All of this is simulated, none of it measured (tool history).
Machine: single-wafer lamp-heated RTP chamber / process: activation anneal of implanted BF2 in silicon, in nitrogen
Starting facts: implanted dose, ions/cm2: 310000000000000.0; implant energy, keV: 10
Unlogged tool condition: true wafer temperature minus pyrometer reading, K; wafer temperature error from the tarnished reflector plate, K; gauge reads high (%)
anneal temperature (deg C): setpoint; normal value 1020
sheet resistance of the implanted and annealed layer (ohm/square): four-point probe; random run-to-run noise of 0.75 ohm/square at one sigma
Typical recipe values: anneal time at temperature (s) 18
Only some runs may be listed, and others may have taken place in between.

run	hour	anneal temperature (deg C)	anneal time at temperature (s)	wafers since the last listed run	wafers since the last pyrometer calibration	wafers since the reflector plate was cleaned	hours since the gauge calibration	read-back reference wafer on the same gauge, sheet resistance	sheet resistance of the implanted and annealed layer (ohm/square)
1	0.0	1020	13	0	6598	11197	105.7	391.17	406.80
2	7.8	1020	13	118	6716	11315	113.5	390.90	404.84
3	21.6	1020	13	210	6926	11526	127.3	390.88	406.26
4	29.7	1020	18	123	7050	11649	135.4	390.74	399.90
5	44.1	1020	18	219	7269	11868	149.8	390.92	399.72
6	53.7	1020	18	146	7415	12014	159.4	390.91	399.48
7	64.3	1020	18	161	7576	12176	170.0	391.09	401.10
8	77.0	1020	18	193	7770	12369	182.7	391.31	399.63
9	89.4	1020	18	188	7958	12558	195.1	390.74	399.66
10	97.2	1020	15	118	8077	12676	202.9	391.12	402.84
11	107.0	1020	15	149	8226	12826	212.7	391.44	402.24
12	120.0	1020	15	197	8424	13023	225.7	391.07	403.02
# hour 134.9: pyrometer window cleaned and pyrometer calibrated
13	135.4	1039	24	112	7	13136	241.1	391.02	379.47
14	140.3	1037	25	74	82	13211	246.0	390.66	378.76
# hour 152.0: reflector plate cleaned
15	153.2	1028	13	74	156	18	258.9	390.95	397.56
# hour 155.9: gauge calibrated
16	163.3	1020	18	153	310	172	7.4	390.99	394.10
# hour 181.3: pyrometer window cleaned and pyrometer calibrated, repeated, since the last time left the tool worse
17	181.8	1009	18	159	7	332	25.9	391.46	411.29
18	187.6	1039	21	88	96	420	31.7	391.26	389.51
19	197.6	1020	18	152	248	572	41.7	391.41	402.75
20	215.5	995	28	272	520	845	59.6	391.13	413.47
21	233.2	1020	18	269	790	1114	77.3	390.89	403.24
22	242.0	1020	18	133	924	1248	86.1	390.64	403.47
23	254.7	1020	18	193	1117	1442	98.8	391.23	404.06
24	266.8	1048	29	184	1301	1626	110.9	391.12	379.16
25	283.2	1031	7	249	1551	1875	127.3	391.45	412.22

Each row is a separate what-if for the run after 25, all from the same tool condition, not one after another. Results?
A	283.6	1020	8	6	1557	1882	127.7	?	?
B	283.6	1037	22	6	1557	1882	127.7	?	?
C	283.6	995	24	6	1557	1882	127.7	?	?
D	283.6	1020	9	6	1557	1882	127.7	?	?
E	283.6	998	18	6	1557	1882	127.7	?	?

run	read-back reference wafer on the same gauge, sheet resistance	sheet resistance of the implanted and annealed layer (ohm/square)
A	390.97	417.47
B	390.97	389.67
C	390.97	416.73
D	390.97	415.54
E	390.97	419.84
Take away the tool's hidden state, keep each run's random variation, and the runs would have read:
run	sheet resistance of the implanted and annealed layer (ohm/square)
A	418.55
B	390.59
C	418.22
D	416.60
E	421.31
